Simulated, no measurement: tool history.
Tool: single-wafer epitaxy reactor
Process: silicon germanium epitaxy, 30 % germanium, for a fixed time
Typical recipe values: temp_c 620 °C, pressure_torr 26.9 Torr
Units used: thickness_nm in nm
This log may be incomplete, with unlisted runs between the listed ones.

run,hour,temp_c,pressure_torr,wafers since the last listed run,hours since the last pyrometer calibration,hours since the last manometer calibration,hours since the showerhead was replaced,hours since the gauge calibration,"read-back reference wafer on the same gauge, thickness_nm",thickness_nm
1,0,620,26.9,0,1160.6,2251.3,7682.8,505.6,85.708,100.53
2,51.7,620,26.9,729,1212.3,2303,7734.5,557.3,85.658,100.957
3,90.7,620,26.9,550,1251.3,2342,7773.5,596.3,85.682,100.771
4,149.3,620,26.9,826,1309.9,2400.6,7832.1,654.9,85.642,100.326
5,287.7,620,26.9,1952,1448.3,2539,7970.5,793.3,85.635,101.725
6,326.6,620,26.9,548,1487.2,2577.9,8009.4,832.2,85.738,101.226
# hour 364.5: showerhead replaced
7,380.2,626,31.9,643,1540.8,2631.5,15.7,885.8,85.724,126.971
8,451.8,626,31.9,1009,1612.4,2703.1,87.3,957.4,85.633,127.265
# hour 510.2: pyrometer calibrated
9,520.8,626,31.9,860,10.6,2772.1,156.3,1026.4,85.755,126.938
10,548.3,624,30,387,38.1,2799.6,183.8,1053.9,85.698,117.817
11,594.8,620,26.9,655,84.6,2846.1,230.3,1100.4,85.666,102.259
# hour 615.5: gauge calibrated
# hour 635.2: capacitance manometer re-zeroed and calibrated
12,635.7,620,26.9,464,125.5,0.5,271.2,20.2,85.657,97.332
13,686.8,608,28.7,720,176.6,51.6,322.3,71.3,85.76,79.541
14,731.5,624,33.1,630,221.3,96.3,367,116,85.692,118.96
15,812,608,29.2,1135,301.8,176.8,447.5,196.5,85.76,80.211
16,840.9,634,24.6,407,330.7,205.7,476.4,225.4,85.703,121.076
17,901.4,609,21.4,853,391.2,266.2,536.9,285.9,85.742,66.961
18,949.6,627,31.3,679,439.4,314.4,585.1,334.1,85.826,122.347
19,1001.5,626,26.9,732,491.3,366.3,637,386,85.64,109.591
20,1043.2,629,32.4,588,533,408,678.7,427.7,85.618,129.506
21,1072.7,634,22.8,416,562.5,437.5,708.2,457.2,85.733,115.033
22,1123.1,634,24.6,710,612.9,487.9,758.6,507.6,85.74,120.782

Branching from run 22: 3 alternative next runs. What would each branch give?
A,1123.5,620,31.1,5,613.3,488.3,759,508,?,?
B,1123.5,620,24,5,613.3,488.3,759,508,?,?
C,1123.5,628,29.6,5,613.3,488.3,759,508,?,?

run,"read-back reference wafer on the same gauge, thickness_nm",thickness_nm
A,85.698,106.204
B,85.698,90.752
C,85.698,120.845
Take away the tool's hidden state, keep each run's random variation, and the runs would have read:
run,thickness_nm
A,106.091
B,90.656
C,120.716
